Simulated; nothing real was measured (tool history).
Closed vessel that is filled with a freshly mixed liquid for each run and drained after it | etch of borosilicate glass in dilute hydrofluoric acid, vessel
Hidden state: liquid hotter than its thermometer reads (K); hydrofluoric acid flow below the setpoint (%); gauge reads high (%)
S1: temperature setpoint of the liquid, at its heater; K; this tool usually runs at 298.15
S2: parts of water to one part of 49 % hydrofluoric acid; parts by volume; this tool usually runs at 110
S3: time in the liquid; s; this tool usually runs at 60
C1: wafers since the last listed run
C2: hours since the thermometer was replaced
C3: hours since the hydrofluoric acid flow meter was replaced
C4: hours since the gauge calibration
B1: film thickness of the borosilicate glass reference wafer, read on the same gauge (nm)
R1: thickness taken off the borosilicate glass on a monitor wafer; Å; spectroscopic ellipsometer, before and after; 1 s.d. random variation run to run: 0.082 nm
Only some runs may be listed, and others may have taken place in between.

run,hour,S1,S2,S3,C1,C2,C3,C4,B1,R1
1,0,298.15,110,60,0,2387.9,299.6,223.5,50.01,140.6
2,22.6,298.15,110,60,2344,2410.5,322.2,246.1,49.99,139.8
3,39.4,298.15,110,60,1742,2427.3,339,262.9,49.99,139.6
4,71,298.15,110,60,3277,2458.9,370.6,294.5,50,139.4
5,86.3,298.15,110,60,1587,2474.2,385.9,309.8,50,138.1
6,122,298.15,110,60,3703,2509.9,421.6,345.5,49.99,136.8
7,156.3,298.15,110,60,3557,2544.2,455.9,379.8,50.03,137.2
8,182.6,298.15,110,60,2728,2570.5,482.2,406.1,49.99,134.7
9,205.9,298.15,65,60,2416,2593.8,505.5,429.4,50,241.8
# hour 224.1: thermometer replaced
10,237.8,298.15,70,40,3205,13.7,537.4,461.3,50.01,149.2
# hour 259.7: gauge calibrated
11,259.7,298.15,110,60,2271,35.6,559.3,0,50.03,132.4
# hour 269.2: hydrofluoric acid flow meter replaced
12,287.7,302.15,110,75,2800,63.6,18.5,28,50,216.8
13,312.4,298.15,70,30,2562,88.3,43.2,52.7,50.01,122.8
14,324.4,298.15,110,60,1244,100.3,55.2,64.7,50.01,150.1
15,339.2,296.65,135,60,1535,115.1,70,79.5,49.98,111.6
16,373.7,302.15,110,60,3578,149.6,104.5,114,49.99,172.7

Forecast each of these 5 alternatives for the next run:
A,374.4,298.15,110,60,72,150.3,105.2,114.7,?,?
B,374.4,298.15,80,85,72,150.3,105.2,114.7,?,?
C,374.4,300.65,70,80,72,150.3,105.2,114.7,?,?
D,374.4,301.15,110,60,72,150.3,105.2,114.7,?,?
E,374.4,296.15,110,85,72,150.3,105.2,114.7,?,?

run,B1,R1
A,49.99,146.5
B,49.99,296.7
C,49.99,357.1
D,49.99,164.4
E,49.99,191.9
With the hidden condition removed and each run's random variation left untouched, the same runs would have given:
run,R1
A,149.8
B,303.1
C,364.8
D,168.1
E,196.2

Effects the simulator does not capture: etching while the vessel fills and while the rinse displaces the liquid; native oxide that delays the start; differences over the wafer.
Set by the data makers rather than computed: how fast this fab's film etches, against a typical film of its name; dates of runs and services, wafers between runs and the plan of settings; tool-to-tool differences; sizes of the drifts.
